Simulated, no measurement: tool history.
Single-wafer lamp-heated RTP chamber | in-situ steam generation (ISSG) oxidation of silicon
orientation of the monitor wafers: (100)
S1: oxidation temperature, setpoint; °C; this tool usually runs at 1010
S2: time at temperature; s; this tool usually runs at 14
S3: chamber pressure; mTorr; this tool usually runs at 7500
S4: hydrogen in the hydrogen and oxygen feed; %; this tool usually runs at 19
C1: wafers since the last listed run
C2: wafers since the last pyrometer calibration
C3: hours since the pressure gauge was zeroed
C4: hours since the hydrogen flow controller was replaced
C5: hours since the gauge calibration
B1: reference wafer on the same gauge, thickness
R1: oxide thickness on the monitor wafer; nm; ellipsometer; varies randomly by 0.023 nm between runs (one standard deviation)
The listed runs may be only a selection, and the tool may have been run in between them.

{"run": 1, "hour": 0.0, "S1": 1025, "S2": 14, "S3": 7500, "S4": 19, "C1": 0, "C2": 2677, "C3": 3611.5, "C4": 3005.2, "C5": 303.8, "B1": 5.512, "R1": 5.947}
{"run": 2, "hour": 38.0, "S1": 1025, "S2": 14, "S3": 7500, "S4": 19, "C1": 324, "C2": 3002, "C3": 3649.5, "C4": 3043.2, "C5": 341.8, "B1": 5.512, "R1": 5.968}
{"hour": 82.5, "done": "pyrometer window cleaned and pyrometer calibrated"}
{"run": 3, "hour": 91.1, "S1": 1025, "S2": 14, "S3": 7500, "S4": 19, "C1": 384, "C2": 73, "C3": 3702.6, "C4": 3096.3, "C5": 394.9, "B1": 5.51, "R1": 5.732}
{"run": 4, "hour": 284.8, "S1": 1010, "S2": 18, "S3": 7200, "S4": 19, "C1": 1652, "C2": 1726, "C3": 3896.3, "C4": 3290.0, "C5": 588.6, "B1": 5.507, "R1": 6.173}
{"run": 5, "hour": 322.0, "S1": 1010, "S2": 18, "S3": 7200, "S4": 19, "C1": 317, "C2": 2043, "C3": 3933.5, "C4": 3327.2, "C5": 625.8, "B1": 5.513, "R1": 6.199}
{"run": 6, "hour": 382.4, "S1": 1010, "S2": 12, "S3": 7500, "S4": 19, "C1": 515, "C2": 2558, "C3": 3993.9, "C4": 3387.6, "C5": 686.2, "B1": 5.517, "R1": 5.121}
{"run": 7, "hour": 432.2, "S1": 1010, "S2": 10, "S3": 7500, "S4": 19, "C1": 424, "C2": 2983, "C3": 4043.7, "C4": 3437.4, "C5": 736.0, "B1": 5.51, "R1": 4.766}
{"run": 8, "hour": 494.0, "S1": 1010, "S2": 10, "S3": 7500, "S4": 19, "C1": 527, "C2": 3510, "C3": 4105.5, "C4": 3499.2, "C5": 797.8, "B1": 5.509, "R1": 4.762}
{"hour": 558.5, "done": "pyrometer window cleaned and pyrometer calibrated"}
{"run": 9, "hour": 561.7, "S1": 1010, "S2": 14, "S3": 8800, "S4": 19, "C1": 509, "C2": 27, "C3": 4173.2, "C4": 3566.9, "C5": 865.5, "B1": 5.509, "R1": 5.386}
{"hour": 570.7, "done": "gauge calibrated"}
{"run": 10, "hour": 626.2, "S1": 1018, "S2": 17, "S3": 8800, "S4": 19, "C1": 550, "C2": 577, "C3": 4237.7, "C4": 3631.4, "C5": 55.5, "B1": 5.509, "R1": 6.148}
{"hour": 661.4, "done": "pressure gauge zeroed"}
{"run": 11, "hour": 665.6, "S1": 1004, "S2": 10, "S3": 8200, "S4": 11, "C1": 267, "C2": 845, "C3": 4.2, "C4": 3670.8, "C5": 94.9, "B1": 5.508, "R1": 4.018}
{"hour": 701.4, "done": "hydrogen flow controller replaced"}
{"run": 12, "hour": 719.6, "S1": 1010, "S2": 14, "S3": 7500, "S4": 12, "C1": 392, "C2": 1238, "C3": 58.2, "C4": 18.2, "C5": 148.9, "B1": 5.513, "R1": 4.912}
{"run": 13, "hour": 782.3, "S1": 1002, "S2": 12, "S3": 7500, "S4": 19, "C1": 534, "C2": 1773, "C3": 120.9, "C4": 80.9, "C5": 211.6, "B1": 5.511, "R1": 4.983}
{"run": 14, "hour": 845.5, "S1": 1010, "S2": 10, "S3": 7500, "S4": 19, "C1": 539, "C2": 2312, "C3": 184.1, "C4": 144.1, "C5": 274.8, "B1": 5.509, "R1": 4.772}
{"run": 15, "hour": 934.4, "S1": 1010, "S2": 14, "S3": 7500, "S4": 19, "C1": 758, "C2": 3070, "C3": 273.0, "C4": 233.0, "C5": 363.7, "B1": 5.504, "R1": 5.559}
{"run": 16, "hour": 1000.9, "S1": 1010, "S2": 14, "S3": 7500, "S4": 25, "C1": 567, "C2": 3638, "C3": 339.5, "C4": 299.5, "C5": 430.2, "B1": 5.515, "R1": 5.992}

How would selected steps in R1 from run to run divide? Give the signed amount a tool lacking its hidden state would still show from settings, what came in and random variation, and the signed amount left for the hidden state, including any gauge scatter that is not in both of the compared results.
What the log doesn't record here: true wafer temperature minus pyrometer reading, K; true pressure minus gauge reading, Torr; deviation of the hydrogen flow from its setpoint, %; gauge reads high (%).
Run 2 -> 3: pyrometer window cleaned and pyrometer calibrated. R1 -0.236 nm: hidden state -0.231, all else -0.005.
Run 10 -> 11: S1 1018 -> 1004, S2 17 -> 10, S3 8800 -> 8200, S4 19 -> 11, pressure gauge zeroed. R1 -2.130 nm: hidden state -0.050, all else -2.080.
